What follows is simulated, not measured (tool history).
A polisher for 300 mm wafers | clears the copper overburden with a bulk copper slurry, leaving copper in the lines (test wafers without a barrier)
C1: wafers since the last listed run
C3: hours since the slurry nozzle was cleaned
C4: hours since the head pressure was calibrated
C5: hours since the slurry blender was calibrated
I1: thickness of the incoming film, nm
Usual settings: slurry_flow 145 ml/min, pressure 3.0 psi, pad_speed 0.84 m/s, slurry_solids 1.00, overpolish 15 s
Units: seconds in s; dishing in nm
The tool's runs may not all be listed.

run 1 day=0.000 | slurry_flow=145 pressure=3.0 pad_speed=1.00 slurry_solids=1.00 overpolish=15 | C1=0 wafers_polished_on_this_pad=2128 C3=33.3 C4=227.8 C5=261.4 | I1=1256.3 | seconds=160.5 dishing=58.9
run 2 day=4.221 | slurry_flow=145 pressure=3.0 pad_speed=1.00 slurry_solids=1.00 overpolish=15 | C1=871 wafers_polished_on_this_pad=2999 C3=134.6 C4=329.1 C5=362.7 | I1=1275.4 | seconds=166.0 dishing=55.3
run 3 day=8.321 | slurry_flow=145 pressure=3.0 pad_speed=0.84 slurry_solids=1.00 overpolish=15 | C1=846 wafers_polished_on_this_pad=3845 C3=233.0 C4=427.5 C5=461.1 | I1=1274.2 | seconds=188.7 dishing=52.4
-- day=10.525 worn pad replaced by a new one
run 4 day=10.867 | slurry_flow=145 pressure=3.0 pad_speed=0.84 slurry_solids=1.00 overpolish=15 | C1=491 wafers_polished_on_this_pad=70 C3=294.1 C4=488.6 C5=522.2 | I1=1269.4 | seconds=195.0 dishing=52.4
-- day=11.025 slurry blender recalibrated
run 5 day=14.812 | slurry_flow=145 pressure=3.0 pad_speed=0.84 slurry_solids=1.20 overpolish=15 | C1=797 wafers_polished_on_this_pad=868 C3=388.8 C4=583.3 C5=90.9 | I1=1269.7 | seconds=185.6 dishing=53.1
run 6 day=18.729 | slurry_flow=145 pressure=3.0 pad_speed=0.84 slurry_solids=1.20 overpolish=15 | C1=808 wafers_polished_on_this_pad=1676 C3=482.8 C4=677.3 C5=184.9 | I1=1259.2 | seconds=183.5 dishing=52.4
-- day=21.400 slurry nozzle cleaned
run 7 day=23.125 | slurry_flow=145 pressure=3.0 pad_speed=0.84 slurry_solids=1.20 overpolish=15 | C1=898 wafers_polished_on_this_pad=2575 C3=41.4 C4=782.8 C5=290.4 | I1=1267.8 | seconds=197.6 dishing=55.1
run 8 day=27.154 | slurry_flow=145 pressure=3.0 pad_speed=0.84 slurry_solids=1.00 overpolish=15 | C1=831 wafers_polished_on_this_pad=3406 C3=138.1 C4=879.5 C5=387.1 | I1=1260.5 | seconds=194.2 dishing=50.9
-- day=29.521 worn pad replaced by a new one
run 9 day=30.371 | slurry_flow=145 pressure=3.0 pad_speed=0.84 slurry_solids=1.00 overpolish=15 | C1=629 wafers_polished_on_this_pad=175 C3=215.3 C4=956.7 C5=464.3 | I1=1267.8 | seconds=205.2 dishing=50.9
-- day=30.725 slurry blender recalibrated
run 10 day=33.871 | slurry_flow=145 pressure=3.0 pad_speed=0.96 slurry_solids=1.00 overpolish=15 | C1=705 wafers_polished_on_this_pad=880 C3=299.3 C4=1040.7 C5=75.5 | I1=1290.4 | seconds=189.1 dishing=53.3
run 11 day=37.921 | slurry_flow=145 pressure=3.0 pad_speed=0.84 slurry_solids=1.00 overpolish=15 | C1=835 wafers_polished_on_this_pad=1716 C3=396.5 C4=1137.9 C5=172.7 | I1=1272.4 | seconds=201.4 dishing=47.4
run 12 day=39.929 | slurry_flow=145 pressure=3.0 pad_speed=0.84 slurry_solids=1.00 overpolish=15 | C1=414 wafers_polished_on_this_pad=2130 C3=444.7 C4=1186.1 C5=220.9 | I1=1280.5 | seconds=213.8 dishing=48.9
-- day=43.825 head pressure recalibrated
-- day=44.462 slurry nozzle cleaned
run 13 day=47.850 | slurry_flow=170 pressure=3.0 pad_speed=0.84 slurry_solids=0.75 overpolish=15 | C1=1608 wafers_polished_on_this_pad=3739 C3=81.3 C4=96.6 C5=411.0 | I1=1275.1 | seconds=196.5 dishing=54.6
-- day=50.829 slurry blender recalibrated
run 14 day=51.408 | slurry_flow=145 pressure=3.0 pad_speed=0.84 slurry_solids=1.00 overpolish=9 | C1=717 wafers_polished_on_this_pad=4456 C3=166.7 C4=182.0 C5=13.9 | I1=1274.5 | seconds=189.6 dishing=39.0
-- day=52.288 worn pad replaced by a new one
run 15 day=53.154 | slurry_flow=95 pressure=3.0 pad_speed=1.02 slurry_solids=1.15 overpolish=15 | C1=325 wafers_polished_on_this_pad=179 C3=208.6 C4=223.9 C5=55.8 | I1=1265.1 | seconds=160.9 dishing=54.8
run 16 day=64.004 | slurry_flow=100 pressure=2.1 pad_speed=0.84 slurry_solids=1.00 overpolish=22 | C1=2239 wafers_polished_on_this_pad=2418 C3=469.0 C4=484.3 C5=316.2 | I1=1250.5 | seconds=284.4 dishing=49.8
run 17 day=65.812 | slurry_flow=180 pressure=3.0 pad_speed=0.76 slurry_solids=1.20 overpolish=9 | C1=373 wafers_polished_on_this_pad=2791 C3=512.4 C4=527.7 C5=359.6 | I1=1291.4 | seconds=199.0 dishing=37.3
-- day=67.446 slurry nozzle cleaned
run 18 day=71.438 | slurry_flow=125 pressure=3.4 pad_speed=0.84 slurry_solids=1.00 overpolish=15 | C1=1152 wafers_polished_on_this_pad=3944 C3=95.8 C4=662.7 C5=494.6 | I1=1266.2 | seconds=171.5 dishing=54.4
-- day=71.667 worn pad replaced by a new one
-- day=73.612 slurry blender recalibrated
run 19 day=75.675 | slurry_flow=145 pressure=3.0 pad_speed=0.84 slurry_solids=1.00 overpolish=15 | C1=822 wafers_polished_on_this_pad=810 C3=197.5 C4=764.4 C5=49.5 | I1=1289.6 | seconds=203.3 dishing=50.3
-- day=84.829 slurry nozzle cleaned
run 20 day=85.204 | slurry_flow=145 pressure=3.3 pad_speed=1.12 slurry_solids=1.00 overpolish=22 | C1=1958 wafers_polished_on_this_pad=2768 C3=9.0 C4=993.1 C5=278.2 | I1=1268.5 | seconds=151.9 dishing=69.0
-- day=85.900 head pressure recalibrated
run 21 day=86.900 | slurry_flow=145 pressure=3.0 pad_speed=0.84 slurry_solids=1.00 overpolish=15 | C1=332 wafers_polished_on_this_pad=3101 C3=49.7 C4=24.0 C5=318.9 | I1=1266.1 | seconds=189.0 dishing=54.3
run 22 day=89.121 | slurry_flow=145 pressure=3.0 pad_speed=0.84 slurry_solids=1.00 overpolish=15 | C1=458 wafers_polished_on_this_pad=3559 C3=103.0 C4=77.3 C5=372.2 | I1=1269.7 | seconds=186.6 dishing=51.5

Run 23 comes next. What will it give?
-- day=90.712 worn pad replaced by a new one
run 23 day=93.271 | slurry_flow=145 pressure=3.0 pad_speed=0.66 slurry_solids=0.80 overpolish=15 | C1=822 wafers_polished_on_this_pad=528 C3=202.6 C4=176.9 C5=471.8 | I1=1286.5 | seconds=? dishing=?

seconds: 234.3 s
dishing: 46.4 nm
Without the tool's hidden state the same run would have given seconds 225.3 s, dishing 47.7 nm.
